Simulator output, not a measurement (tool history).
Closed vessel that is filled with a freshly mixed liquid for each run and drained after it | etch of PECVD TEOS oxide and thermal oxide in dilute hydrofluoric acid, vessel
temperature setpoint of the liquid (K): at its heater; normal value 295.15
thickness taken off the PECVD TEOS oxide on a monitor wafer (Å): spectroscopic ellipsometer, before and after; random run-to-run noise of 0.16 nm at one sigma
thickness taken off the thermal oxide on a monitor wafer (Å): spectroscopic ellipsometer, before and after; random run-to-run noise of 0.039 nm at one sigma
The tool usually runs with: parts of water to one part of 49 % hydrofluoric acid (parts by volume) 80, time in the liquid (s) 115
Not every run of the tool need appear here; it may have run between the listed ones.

run    hour  temperature setpoint of the liquid (K)  parts of water to one part of 49 % hydrofluoric acid (parts by volume)  time in the liquid (s)  read-back film thickness of the PECVD TEOS oxide reference wafer, read on the same gauge (nm)  read-back film thickness of the thermal oxide reference wafer, read on the same gauge (nm)  thickness taken off the PECVD TEOS oxide on a monitor wafer (Å)  thickness taken off the thermal oxide on a monitor wafer (Å)
  1     0.0                                  295.15                                                                      80                     145                                                                                          79.97                                                                                       69.94                                                            265.4                                                          90.6
  2    61.9                                  295.15                                                                      80                     115                                                                                          80.00                                                                                       70.00                                                            204.0                                                          72.2
  3   113.1                                  295.15                                                                      80                     115                                                                                          80.00                                                                                       70.00                                                            209.9                                                          72.1
  4   155.0                                  295.15                                                                      80                     155                                                                                          79.99                                                                                       69.97                                                            279.8                                                          98.2
      211.7  -- gauge calibrated
  5   212.3                                  295.15                                                                      80                     115                                                                                          80.01                                                                                       69.97                                                            210.0                                                          72.3
  6   248.7                                  295.15                                                                      80                     115                                                                                          80.01                                                                                       70.01                                                            207.6                                                          73.0
  7   317.0                                  295.15                                                                      80                     115                                                                                          80.02                                                                                       69.98                                                            213.0                                                          73.3
      351.9  -- hydrofluoric acid flow meter replaced
  8   366.8                                  295.15                                                                      80                     165                                                                                          79.99                                                                                       69.98                                                            277.3                                                          97.3
  9   416.4                                  295.15                                                                      80                     165                                                                                          80.05                                                                                       70.01                                                            278.0                                                          96.5
 10   453.0                                  295.15                                                                      80                     115                                                                                          80.02                                                                                       70.01                                                            195.0                                                          67.5
 11   477.7                                  295.15                                                                      40                     115                                                                                          79.98                                                                                       70.02                                                            410.8                                                         141.7
 12   541.6                                  293.65                                                                     105                      85                                                                                          80.00                                                                                       70.02                                                            101.8                                                          35.2
 13   572.7                                  293.65                                                                      70                      70                                                                                          80.00                                                                                       69.95                                                            129.0                                                          45.2
 14   622.4                                  295.15                                                                      80                     115                                                                                          79.98                                                                                       69.99                                                            197.3                                                          67.7
      628.1  -- thermometer replaced
 15   788.4                                  295.15                                                                      80                      80                                                                                          80.01                                                                                       70.01                                                            137.5                                                          48.1
 16   819.3                                  299.65                                                                      50                     115                                                                                          80.00                                                                                       69.98                                                            398.6                                                         137.1
 17   856.8                                  293.65                                                                     105                      85                                                                                          80.00                                                                                       70.05                                                            103.0                                                          35.8
 18   918.7                                  290.65                                                                      80                      95                                                                                          80.03                                                                                       70.01                                                            136.7                                                          47.9
 19   951.5                                  298.65                                                                      60                      95                                                                                          80.02                                                                                       70.00                                                            264.2                                                          90.3
 20   985.2                                  295.15                                                                      80                     115                                                                                          80.00                                                                                       70.02                                                            201.3                                                          70.1
 21  1027.0                                  293.65                                                                      90                     115                                                                                          79.98                                                                                       69.99                                                            164.9                                                          58.1
 22  1062.3                                  295.15                                                                      80                     115                                                                                          80.00                                                                                       69.98                                                            200.5                                                          69.9
 23  1124.7                                  295.15                                                                      80                     115                                                                                          79.99                                                                                       70.03                                                            201.4                                                          70.2
 24  1164.0                                  297.65                                                                     100                      85                                                                                          79.99                                                                                       69.99                                                            129.4                                                          45.0
 25  1221.0                                  298.15                                                                     115                     115                                                                                          79.98                                                                                       69.97                                                            152.1                                                          53.2
 26  1275.6                                  291.15                                                                      80                     115                                                                                          80.01                                                                                       70.02                                                            171.5                                                          60.3
 27  1340.4                                  298.65                                                                      65                     165                                                                                          79.99                                                                                       70.00                                                            421.3                                                         147.4

Predict each of these 3 candidate next runs independently; none follows another, all start after run 27:
  A  1341.1                                  295.15                                                                      80                     115                                                                                              ?                                                                                           ?                                                                ?                                                             ?
  B  1341.1                                  295.15                                                                     105                     155                                                                                              ?                                                                                           ?                                                                ?                                                             ?
  C  1341.1                                  295.15                                                                      60                     145                                                                                              ?                                                                                           ?                                                                ?                                                             ?

run  read-back film thickness of the PECVD TEOS oxide reference wafer, read on the same gauge (nm)  read-back film thickness of the thermal oxide reference wafer, read on the same gauge (nm)  thickness taken off the PECVD TEOS oxide on a monitor wafer (Å)  thickness taken off the thermal oxide on a monitor wafer (Å)
  A                                                                                          79.99                                                                                       69.99                                                            202.9                                                          70.2
  B                                                                                          79.99                                                                                       69.99                                                            202.6                                                          70.1
  C                                                                                          79.99                                                                                       69.99                                                            349.2                                                         120.8
The same runs, with their run-to-run variation unchanged, on a tool lacking any hidden condition would have given:
run  thickness taken off the PECVD TEOS oxide on a monitor wafer (Å)  thickness taken off the thermal oxide on a monitor wafer (Å)
  A                                                            190.5                                                          65.9
  B                                                            189.9                                                          65.7
  C                                                            328.2                                                         113.5
